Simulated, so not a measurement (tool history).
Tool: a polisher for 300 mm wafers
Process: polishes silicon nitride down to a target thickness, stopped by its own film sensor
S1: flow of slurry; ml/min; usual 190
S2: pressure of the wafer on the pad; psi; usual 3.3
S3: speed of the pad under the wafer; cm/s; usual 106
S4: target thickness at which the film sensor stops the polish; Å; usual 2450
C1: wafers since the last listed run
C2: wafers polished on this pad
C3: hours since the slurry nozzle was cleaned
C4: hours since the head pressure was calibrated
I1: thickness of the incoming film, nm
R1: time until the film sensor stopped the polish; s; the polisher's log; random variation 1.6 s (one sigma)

run,hour,S1,S2,S3,S4,C1,C2,C3,C4,I1,R1
1,0.0,190,3.3,106,2450,0,183,141.6,99.0,372.3,89.6
2,15.8,190,3.3,106,2450,80,264,157.4,114.8,375.2,94.5
3,34.5,190,3.3,106,2450,95,360,176.1,133.5,370.8,90.2
4,56.3,190,3.3,106,2450,111,472,197.9,155.3,363.1,83.7
5,83.7,190,3.3,106,2450,140,612,225.3,182.7,372.8,88.4
6,115.8,190,3.3,106,2450,164,777,257.4,214.8,369.0,91.5
7,129.8,240,4.2,106,2450,71,848,271.4,228.8,368.3,71.4
8,142.0,190,3.3,106,2450,62,911,283.6,241.0,374.2,93.1
9,174.2,190,3.3,106,2450,165,1076,315.8,273.2,369.4,91.2
10,210.1,190,3.3,106,2450,183,1260,351.7,309.1,376.8,100.9
# hour 215.6: worn pad replaced by a new one
11,227.2,190,3.3,106,2450,67,59,368.8,326.2,367.5,96.7
# hour 262.3: slurry nozzle cleaned
12,262.8,170,2.9,94,2200,177,236,0.5,361.8,370.4,151.7
13,277.4,190,3.3,106,2050,74,311,15.1,376.4,366.7,129.1
# hour 288.1: head pressure recalibrated
14,311.0,215,2.8,106,2300,161,473,48.7,22.9,369.3,133.0
15,324.7,145,3.3,130,2640,70,543,62.4,36.6,372.1,75.4
# hour 342.5: worn pad replaced by a new one, repeated, since the last time left the tool worse
16,357.6,240,4.2,106,2450,148,77,95.3,69.5,375.5,72.0
17,383.3,190,3.3,130,2260,131,208,121.0,95.2,377.2,90.5
18,414.8,225,3.3,84,2450,161,370,152.5,126.7,364.4,99.6
19,436.4,190,3.3,106,2450,110,480,174.1,148.3,366.5,88.7
20,464.9,190,2.5,106,2450,146,626,202.6,176.8,368.4,114.9
21,520.0,190,4.0,106,2450,282,909,257.7,231.9,363.6,77.4
22,542.6,190,2.6,134,2450,115,1025,280.3,254.5,365.0,91.5
# hour 556.6: worn pad replaced by a new one
23,557.1,190,3.3,106,2450,53,2,294.8,269.0,375.7,94.1

Forecast each of these 3 alternatives for the next run:
A,557.6,190,3.3,106,2450,2,5,295.3,269.5,364.0,?
B,557.6,230,3.3,106,2570,2,5,295.3,269.5,364.0,?
C,557.6,160,3.3,106,2450,2,5,295.3,269.5,364.0,?

run,R1
A,84.5
B,74.5
C,86.2
Without the tool's hidden state the same runs would have given:
run,R1
A,83.6
B,73.7
C,85.2
